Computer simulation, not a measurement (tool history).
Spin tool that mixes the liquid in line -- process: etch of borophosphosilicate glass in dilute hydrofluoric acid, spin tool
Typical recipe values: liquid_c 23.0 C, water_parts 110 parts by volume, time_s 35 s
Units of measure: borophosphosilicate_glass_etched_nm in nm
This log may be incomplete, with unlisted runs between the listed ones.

run    hour  liquid_c  water_parts  time_s  read-back film thickness of the borophosphosilicate glass reference wafer, read on the same gauge (nm)  borophosphosilicate_glass_etched_nm
  1     0.0      23.0          110      25                                                                                                  149.98                                 8.57
  2    42.2      23.0          110      35                                                                                                  149.99                                12.17
  3   109.3      23.0          110      35                                                                                                  150.01                                12.03
  4   165.0      23.0          110      35                                                                                                  150.00                                12.12
  5   339.1      23.0          110      35                                                                                                  150.01                                12.04
  6   364.4      23.0          110      35                                                                                                  149.98                                12.15
  7   431.6      23.0          110      50                                                                                                  150.00                                17.32
  8   491.0      23.0          110      50                                                                                                  149.99                                17.30
  9   561.3      23.0          110      30                                                                                                  150.02                                10.44
 10   597.7      23.0          110      30                                                                                                  149.99                                10.35
 11   647.4      23.0          110      35                                                                                                  150.01                                12.00
 12   713.7      24.5          110      45                                                                                                  150.01                                16.54
 13   752.2      23.0          110      35                                                                                                  149.98                                12.15
 14   788.5      23.0          110      35                                                                                                  149.99                                12.12
 15   847.3      19.5          160      40                                                                                                  149.98                                 7.82
 16   931.8      23.0          110      35                                                                                                  150.01                                12.04
 17   975.6      24.5          110      45                                                                                                  149.99                                16.54
 18  1168.5      25.0           60      45                                                                                                  150.01                                33.10
 19  1221.8      23.0          110      20                                                                                                  150.01                                 6.91
 20  1267.0      25.5          110      35                                                                                                  150.01                                13.43
 21  1331.2      23.0          110      35                                                                                                  149.99                                12.03
 22  1376.9      25.0          110      35                                                                                                  150.00                                13.14
 23  1432.7      23.0          110      35                                                                                                  149.99                                12.13
 24  1471.8      24.5           70      25                                                                                                  150.00                                15.21
 25  1515.6      26.5           60      25                                                                                                  150.00                                19.44
 26  1549.6      23.0          125      40                                                                                                  150.02                                11.95
 27  1583.1      26.5          135      25                                                                                                  150.00                                 7.86
 28  1617.2      23.0          110      20                                                                                                  150.00                                 6.89
 29  1678.0      26.0          110      35                                                                                                  149.99                                13.60
 30  1716.2      23.0          150      45                                                                                                  149.99                                10.92
 31  1764.7      23.0          110      35                                                                                                  149.99                                12.06
 32  1829.4      20.5          110      35                                                                                                  149.98                                11.02
 33  1868.3      18.5          110      35                                                                                                  149.99                                10.11

Put back what was entered between runs (3 entries, withheld): which listed runs does each sit between, and how does the hidden state differ from the listed run before to the listed run after?
Run 7 -> run 8: thermometer replaced (hour 490.5)
  no hidden state differs between the two runs
Run 21 -> run 22: gauge calibrated (hour 1340.4); hydrofluoric acid flow meter replaced (hour 1369.4)
  no hidden state differs between the two runs
